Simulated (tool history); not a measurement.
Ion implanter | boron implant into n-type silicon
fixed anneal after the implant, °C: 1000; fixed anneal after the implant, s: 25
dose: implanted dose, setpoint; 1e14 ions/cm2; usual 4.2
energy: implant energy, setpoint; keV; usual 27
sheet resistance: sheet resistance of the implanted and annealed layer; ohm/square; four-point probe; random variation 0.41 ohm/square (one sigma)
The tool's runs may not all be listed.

run    hour  dose  energy  wafers since the last listed run  hours since the last dose calibration  hours since the extraction supply was calibrated  hours since the gauge calibration  read-back reference wafer on the same gauge, sheet resistance  sheet resistance
  1       0   4.2    29.5                                 0                                 1232.4                                            4921.7                                434                                                         285.01             263.6
  2    43.9  3.34      30                               612                                 1276.3                                            4965.6                              477.9                                                         285.09            316.09
  3    99.9  3.34      30                               781                                 1332.3                                            5021.6                              533.9                                                         284.95            316.06
  4   164.9  3.34      30                               906                                 1397.3                                            5086.6                              598.9                                                         284.91             315.6
  5   197.6  3.73      22                               456                                   1430                                            5119.3                              631.6                                                          284.9            297.75
  6   259.3  3.73      22                               860                                 1491.7                                              5181                              693.3                                                         285.07            298.03
  7   294.4  3.73      22                               489                                 1526.8                                            5216.1                              728.4                                                         285.01             297.8
  8     362   4.2      27                               943                                 1594.4                                            5283.7                                796                                                          285.1            265.03
  9     416  4.59      27                               753                                 1648.4                                            5337.7                                850                                                         284.86            247.15
 10   445.3  4.59      27                               408                                 1677.7                                              5367                              879.3                                                         285.06            247.85
 11   485.1  4.59      27                               555                                 1717.5                                            5406.8                              919.1                                                         285.03            247.02
 12   540.6  3.37      27                               774                                   1773                                            5462.3                              974.6                                                         284.97            316.91
 13   570.7  3.37      27                               419                                 1803.1                                            5492.4                             1004.7                                                         284.93            316.54
 14   638.7   4.2      27                               948                                 1871.1                                            5560.4                             1072.7                                                         284.95            265.29
 15   702.6   4.2      27                               891                                   1935                                            5624.3                             1136.6                                                         285.01            265.46
 16   767.3   4.2      27                               902                                 1999.7                                              5689                             1201.3                                                         285.06            265.67
      797.5  -- extraction supply calibrated
 17     835   4.2      31                               833                                 2067.4                                              37.5                               1269                                                         284.98            261.81
      857.3  -- gauge calibrated
 18     885   4.2      27                               697                                 2117.4                                              87.5                               27.7                                                         285.02            264.87
 19   918.7  5.32      33                               470                                 2151.1                                             121.2                               61.4                                                         284.94            214.47
 20   943.8  3.86    18.5                               350                                 2176.2                                             146.3                               86.5                                                         285.18            294.23
 21   982.7   4.2      27                               542                                 2215.1                                             185.2                              125.4                                                         284.99            265.47
 22  1030.8  3.63      36                               671                                 2263.2                                             233.3                              173.5                                                         285.05            288.95
     1071.2  -- Faraday cup replaced and dose calibrated
 23  1086.8  3.24      27                               669                                   15.6                                             289.3                              229.5                                                         284.97             333.7
 24  1123.8  5.41      20                               516                                   52.6                                             326.3                              266.5                                                         285.13            227.08
 25  1156.4   4.2    22.5                               454                                   85.2                                             358.9                              299.1                                                         284.89            275.87
 26  1210.4   3.2      30                               753                                  139.2                                             412.9                              353.1                                                         284.88            332.51
 27  1269.2  3.45      27                               820                                    198                                             471.7                              411.9                                                         284.97            314.81
 28    1325  4.91      27                               778                                  253.8                                             527.5                              467.7                                                            285            236.98
 29  1354.1  3.83      34                               406                                  282.9                                             556.6                              496.8                                                         284.98            282.91
 30  1394.3  5.22      30                               560                                  323.1                                             596.8                                537                                                         285.16            223.15
 31  1425.2   4.2      27                               431                                    354                                             627.7                              567.9                                                         285.18            268.88
 32  1476.4   4.2    21.5                               714                                  405.2                                             678.9                              619.1                                                         284.96            275.08
 33  1513.9   4.2    35.5                               523                                  442.7                                             716.4                              656.6                                                         284.85            261.14

The same runs without the tool's hidden state, with the same run-to-run variation:
The hidden state here: deviation of the true dose from the Faraday cup's reading, %; deviation of the true energy from its setpoint, %; gauge reads high (%).
run  sheet resistance
  1            270.33
  2            324.12
  3             324.2
  4            323.85
  5            305.66
  6            306.04
  7            305.85
  8            272.34
  9            254.08
 10            254.83
 11            254.01
 12            325.74
 13            325.39
 14            272.87
 15             273.1
 16            273.36
 17            269.44
 18            272.61
 19            220.86
 20            302.83
 21            273.27
 22            297.35
 23            335.47
 24             228.7
 25            278.12
 26            335.81
 27            318.57
 28             240.3
 29            287.02
 30            226.74
 31            273.33
 32            279.98
 33            266.02
